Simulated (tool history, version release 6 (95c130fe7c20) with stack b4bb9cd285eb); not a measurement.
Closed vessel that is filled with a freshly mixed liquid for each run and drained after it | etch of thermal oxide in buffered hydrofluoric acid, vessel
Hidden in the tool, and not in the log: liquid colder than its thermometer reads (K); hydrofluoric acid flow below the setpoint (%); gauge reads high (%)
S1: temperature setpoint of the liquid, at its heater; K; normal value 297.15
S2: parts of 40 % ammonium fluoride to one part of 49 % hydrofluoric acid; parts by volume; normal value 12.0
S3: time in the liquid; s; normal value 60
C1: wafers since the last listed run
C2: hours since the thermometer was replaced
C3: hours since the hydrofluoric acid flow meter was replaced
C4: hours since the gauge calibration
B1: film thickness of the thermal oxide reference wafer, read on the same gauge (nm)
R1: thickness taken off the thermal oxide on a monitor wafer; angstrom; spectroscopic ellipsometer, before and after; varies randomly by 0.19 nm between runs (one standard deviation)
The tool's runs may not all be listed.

run 1 hour=0.0 | S1=297.15 S2=12.0 S3=60 | C1=0 C2=1544.5 C3=1558.0 C4=327.0 | B1=50.01 | R1=534.6
run 2 hour=24.5 | S1=297.15 S2=12.0 S3=60 | C1=2501 C2=1569.0 C3=1582.5 C4=351.5 | B1=50.00 | R1=532.5
run 3 hour=50.6 | S1=297.15 S2=12.0 S3=70 | C1=2665 C2=1595.1 C3=1608.6 C4=377.6 | B1=49.98 | R1=619.3
run 4 hour=77.7 | S1=297.15 S2=12.0 S3=60 | C1=2767 C2=1622.2 C3=1635.7 C4=404.7 | B1=49.98 | R1=530.1
run 5 hour=102.7 | S1=297.15 S2=12.0 S3=60 | C1=2552 C2=1647.2 C3=1660.7 C4=429.7 | B1=50.00 | R1=532.0
run 6 hour=115.2 | S1=297.15 S2=12.0 S3=60 | C1=1276 C2=1659.7 C3=1673.2 C4=442.2 | B1=50.00 | R1=533.2
run 7 hour=145.8 | S1=297.15 S2=9.5 S3=60 | C1=3124 C2=1690.3 C3=1703.8 C4=472.8 | B1=49.99 | R1=668.0
run 8 hour=163.4 | S1=297.15 S2=9.5 S3=60 | C1=1797 C2=1707.9 C3=1721.4 C4=490.4 | B1=49.99 | R1=666.0
run 9 hour=193.0 | S1=297.15 S2=12.0 S3=60 | C1=3022 C2=1737.5 C3=1751.0 C4=520.0 | B1=49.99 | R1=531.2
-- hour=195.4 thermometer replaced
run 10 hour=269.2 | S1=297.15 S2=12.0 S3=60 | C1=7678 C2=73.8 C3=1827.2 C4=596.2 | B1=49.98 | R1=529.1
-- hour=277.3 hydrofluoric acid flow meter replaced
run 11 hour=302.0 | S1=297.15 S2=12.0 S3=60 | C1=3247 C2=106.6 C3=24.7 C4=629.0 | B1=49.99 | R1=555.0
-- hour=328.3 gauge calibrated
run 12 hour=335.3 | S1=297.15 S2=10.5 S3=80 | C1=3400 C2=139.9 C3=58.0 C4=7.0 | B1=50.06 | R1=840.2
run 13 hour=353.7 | S1=297.15 S2=12.0 S3=60 | C1=1878 C2=158.3 C3=76.4 C4=25.4 | B1=49.99 | R1=555.6
run 14 hour=366.1 | S1=297.15 S2=17.0 S3=60 | C1=1266 C2=170.7 C3=88.8 C4=37.8 | B1=49.98 | R1=391.6
run 15 hour=398.8 | S1=292.15 S2=16.0 S3=70 | C1=3339 C2=203.4 C3=121.5 C4=70.5 | B1=50.02 | R1=367.5
run 16 hour=411.6 | S1=297.15 S2=12.0 S3=60 | C1=1307 C2=216.2 C3=134.3 C4=83.3 | B1=49.97 | R1=553.0
run 17 hour=443.7 | S1=297.15 S2=12.0 S3=30 | C1=3277 C2=248.3 C3=166.4 C4=115.4 | B1=49.94 | R1=276.0
run 18 hour=463.6 | S1=297.15 S2=12.0 S3=60 | C1=2032 C2=268.2 C3=186.3 C4=135.3 | B1=50.00 | R1=554.6
run 19 hour=492.4 | S1=297.15 S2=12.0 S3=60 | C1=2940 C2=297.0 C3=215.1 C4=164.1 | B1=49.98 | R1=552.9
run 20 hour=526.3 | S1=300.15 S2=13.5 S3=60 | C1=3461 C2=330.9 C3=249.0 C4=198.0 | B1=50.01 | R1=576.2
run 21 hour=541.1 | S1=294.15 S2=16.0 S3=60 | C1=1511 C2=345.7 C3=263.8 C4=212.8 | B1=50.03 | R1=351.8
run 22 hour=553.5 | S1=297.15 S2=12.0 S3=60 | C1=1266 C2=358.1 C3=276.2 C4=225.2 | B1=50.01 | R1=554.2
run 23 hour=577.7 | S1=292.15 S2=12.0 S3=60 | C1=2471 C2=382.3 C3=300.4 C4=249.4 | B1=49.98 | R1=415.3

Forecast each of these 3 alternatives for the next run:
run A hour=578.4 | S1=297.15 S2=12.0 S3=60 | C1=71 C2=383.0 C3=301.1 C4=250.1 | B1=? | R1=?
run B hour=578.4 | S1=299.15 S2=14.0 S3=45 | C1=71 C2=383.0 C3=301.1 C4=250.1 | B1=? | R1=?
run C hour=578.4 | S1=292.65 S2=14.5 S3=60 | C1=71 C2=383.0 C3=301.1 C4=250.1 | B1=? | R1=?

run=A B1=50.02 R1=549.6
run=B B1=50.02 R1=395.0
run=C B1=50.02 R1=355.8
Stripped of hidden state, with their random variation kept, the same runs would have yielded:
run=A R1=555.5
run=B R1=399.3
run=C R1=359.7

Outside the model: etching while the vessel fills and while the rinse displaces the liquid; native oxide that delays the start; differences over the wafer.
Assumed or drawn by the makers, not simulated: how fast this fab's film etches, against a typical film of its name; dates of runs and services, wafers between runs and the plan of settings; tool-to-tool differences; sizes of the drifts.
